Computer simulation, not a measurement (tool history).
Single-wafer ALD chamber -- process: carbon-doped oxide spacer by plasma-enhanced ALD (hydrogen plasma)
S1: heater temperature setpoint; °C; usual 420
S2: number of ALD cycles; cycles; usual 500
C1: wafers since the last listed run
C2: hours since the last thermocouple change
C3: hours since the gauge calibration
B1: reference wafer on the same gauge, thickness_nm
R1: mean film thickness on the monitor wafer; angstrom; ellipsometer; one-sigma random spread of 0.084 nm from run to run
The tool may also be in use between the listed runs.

Run 1, hour 0.0: usual settings; C1 0; C2 1692.0; C3 651.4; B1 28.527. Result: R1 247.87 angstrom.
Run 2, hour 75.1: usual settings; C1 74; C2 1767.1; C3 726.5; B1 28.502. Result: R1 247.83 angstrom.
Run 3, hour 157.4: usual settings; C1 81; C2 1849.4; C3 808.8; B1 28.470. Result: R1 247.84 angstrom.
Run 4, hour 234.2: usual settings; C1 75; C2 1926.2; C3 885.6; B1 28.456. Result: R1 248.24 angstrom.
Run 5, hour 276.7: usual settings; C1 41; C2 1968.7; C3 928.1; B1 28.434. Result: R1 248.32 angstrom.
Run 6, hour 317.4: usual settings; C1 40; C2 2009.4; C3 968.8; B1 28.407. Result: R1 248.57 angstrom.
Run 7, hour 397.1: usual settings but S2 530 cycles; C1 78; C2 2089.1; C3 1048.5; B1 28.387. Result: R1 262.55 angstrom.
Run 8, hour 464.8: usual settings but S2 530 cycles; C1 66; C2 2156.8; C3 1116.2; B1 28.382. Result: R1 262.14 angstrom.
Run 9, hour 558.5: usual settings but S2 530 cycles; C1 92; C2 2250.5; C3 1209.9; B1 28.384. Result: R1 261.39 angstrom.
Run 10, hour 761.3: usual settings but S1 412 °C, S2 463 cycles; C1 200; C2 2453.3; C3 1412.7; B1 28.346. Result: R1 233.90 angstrom.

Predict the results of run 11:
At hour 842.3: gauge calibrated.
Run 11, hour 850.0: usual settings but S1 431 °C, S2 471 cycles; C1 87; C2 2542.0; C3 7.7; B1 ?. Result: R1 ?.

B1: 28.997
R1: 230.56 angstrom
Were there no unlogged condition in the tool, this run, its random variation unchanged, would have produced R1 230.60 angstrom.

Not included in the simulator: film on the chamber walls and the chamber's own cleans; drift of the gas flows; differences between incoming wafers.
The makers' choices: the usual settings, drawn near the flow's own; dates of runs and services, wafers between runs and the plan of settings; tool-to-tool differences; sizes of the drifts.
